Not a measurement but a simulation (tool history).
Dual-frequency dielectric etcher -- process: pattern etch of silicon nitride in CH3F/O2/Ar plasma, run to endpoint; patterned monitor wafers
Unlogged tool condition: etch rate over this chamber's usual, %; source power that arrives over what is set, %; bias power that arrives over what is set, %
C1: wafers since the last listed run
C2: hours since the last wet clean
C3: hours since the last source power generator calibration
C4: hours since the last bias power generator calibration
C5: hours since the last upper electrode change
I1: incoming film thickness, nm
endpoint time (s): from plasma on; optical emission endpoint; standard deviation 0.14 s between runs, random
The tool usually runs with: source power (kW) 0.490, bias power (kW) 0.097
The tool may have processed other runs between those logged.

run 1 hour=0.0 | source_power_(kW)=0.490 bias_power_(kW)=0.097 | C1=0 C2=3.3 C3=2023.2 C4=4284.1 C5=2575.1 | I1=36.31 | endpoint_time_(s)=45.7
run 2 hour=17.7 | source_power_(kW)=0.490 bias_power_(kW)=0.097 | C1=142 C2=21.0 C3=2040.9 C4=4301.8 C5=2592.8 | I1=36.62 | endpoint_time_(s)=46.0
run 3 hour=34.4 | source_power_(kW)=0.490 bias_power_(kW)=0.097 | C1=134 C2=37.7 C3=2057.6 C4=4318.5 C5=2609.5 | I1=36.43 | endpoint_time_(s)=45.7
run 4 hour=55.7 | source_power_(kW)=0.490 bias_power_(kW)=0.097 | C1=171 C2=59.0 C3=2078.9 C4=4339.8 C5=2630.8 | I1=36.44 | endpoint_time_(s)=46.1
run 5 hour=79.6 | source_power_(kW)=0.440 bias_power_(kW)=0.097 | C1=192 C2=82.9 C3=2102.8 C4=4363.7 C5=2654.7 | I1=36.59 | endpoint_time_(s)=48.4
run 6 hour=106.9 | source_power_(kW)=0.490 bias_power_(kW)=0.090 | C1=219 C2=110.2 C3=2130.1 C4=4391.0 C5=2682.0 | I1=36.38 | endpoint_time_(s)=47.8
run 7 hour=138.2 | source_power_(kW)=0.490 bias_power_(kW)=0.090 | C1=251 C2=141.5 C3=2161.4 C4=4422.3 C5=2713.3 | I1=36.61 | endpoint_time_(s)=48.1
run 8 hour=170.1 | source_power_(kW)=0.490 bias_power_(kW)=0.097 | C1=256 C2=173.4 C3=2193.3 C4=4454.2 C5=2745.2 | I1=36.47 | endpoint_time_(s)=46.3
run 9 hour=184.9 | source_power_(kW)=0.490 bias_power_(kW)=0.097 | C1=119 C2=188.2 C3=2208.1 C4=4469.0 C5=2760.0 | I1=36.63 | endpoint_time_(s)=47.0
-- hour=213.8 source power generator calibrated
-- hour=295.3 upper electrode replaced
run 10 hour=295.8 | source_power_(kW)=0.490 bias_power_(kW)=0.097 | C1=666 C2=299.1 C3=82.0 C4=4579.9 C5=0.5 | I1=37.11 | endpoint_time_(s)=48.0
run 11 hour=303.2 | source_power_(kW)=0.490 bias_power_(kW)=0.105 | C1=59 C2=306.5 C3=89.4 C4=4587.3 C5=7.9 | I1=36.13 | endpoint_time_(s)=45.0
-- hour=312.1 bias power generator calibrated
run 12 hour=329.8 | source_power_(kW)=0.490 bias_power_(kW)=0.097 | C1=181 C2=333.1 C3=116.0 C4=17.7 C5=34.5 | I1=36.63 | endpoint_time_(s)=47.4
-- hour=370.9 wet clean of the chamber
run 13 hour=371.4 | source_power_(kW)=0.490 bias_power_(kW)=0.097 | C1=141 C2=0.5 C3=157.6 C4=59.3 C5=76.1 | I1=36.37 | endpoint_time_(s)=46.0
run 14 hour=379.1 | source_power_(kW)=0.420 bias_power_(kW)=0.116 | C1=61 C2=8.2 C3=165.3 C4=67.0 C5=83.8 | I1=36.49 | endpoint_time_(s)=45.7
run 15 hour=391.5 | source_power_(kW)=0.530 bias_power_(kW)=0.097 | C1=99 C2=20.6 C3=177.7 C4=79.4 C5=96.2 | I1=36.69 | endpoint_time_(s)=44.9
run 16 hour=413.6 | source_power_(kW)=0.530 bias_power_(kW)=0.097 | C1=177 C2=42.7 C3=199.8 C4=101.5 C5=118.3 | I1=36.34 | endpoint_time_(s)=44.9
run 17 hour=442.6 | source_power_(kW)=0.570 bias_power_(kW)=0.097 | C1=233 C2=71.7 C3=228.8 C4=130.5 C5=147.3 | I1=36.03 | endpoint_time_(s)=43.2
run 18 hour=456.0 | source_power_(kW)=0.490 bias_power_(kW)=0.097 | C1=107 C2=85.1 C3=242.2 C4=143.9 C5=160.7 | I1=36.40 | endpoint_time_(s)=46.3
run 19 hour=485.7 | source_power_(kW)=0.490 bias_power_(kW)=0.119 | C1=238 C2=114.8 C3=271.9 C4=173.6 C5=190.4 | I1=36.54 | endpoint_time_(s)=42.8
run 20 hour=518.8 | source_power_(kW)=0.490 bias_power_(kW)=0.084 | C1=266 C2=147.9 C3=305.0 C4=206.7 C5=223.5 | I1=36.51 | endpoint_time_(s)=50.1
run 21 hour=538.9 | source_power_(kW)=0.410 bias_power_(kW)=0.111 | C1=161 C2=168.0 C3=325.1 C4=226.8 C5=243.6 | I1=36.70 | endpoint_time_(s)=48.4
run 22 hour=565.4 | source_power_(kW)=0.410 bias_power_(kW)=0.086 | C1=213 C2=194.5 C3=351.6 C4=253.3 C5=270.1 | I1=35.97 | endpoint_time_(s)=53.1

Run-by-run hidden state of the tool:
source power that arrives over what is set, %: 0 on each run
bias power that arrives over what is set, %: 0 on each run
H1: etch rate over this chamber's usual, %
run=1 H1=0.0989
run=2 H1=-0.0655
run=3 H1=-0.221
run=4 H1=-0.419
run=5 H1=-0.641
run=6 H1=-0.894
run=7 H1=-1.19
run=8 H1=-1.48
run=9 H1=-1.62
run=10 H1=-2.65
run=11 H1=-2.72
run=12 H1=-2.97
run=13 H1=-0.754
run=14 H1=-0.825
run=15 H1=-0.941
run=16 H1=-1.15
run=17 H1=-1.42
run=18 H1=-1.54
run=19 H1=-1.82
run=20 H1=-2.12
run=21 H1=-2.31
run=22 H1=-2.56
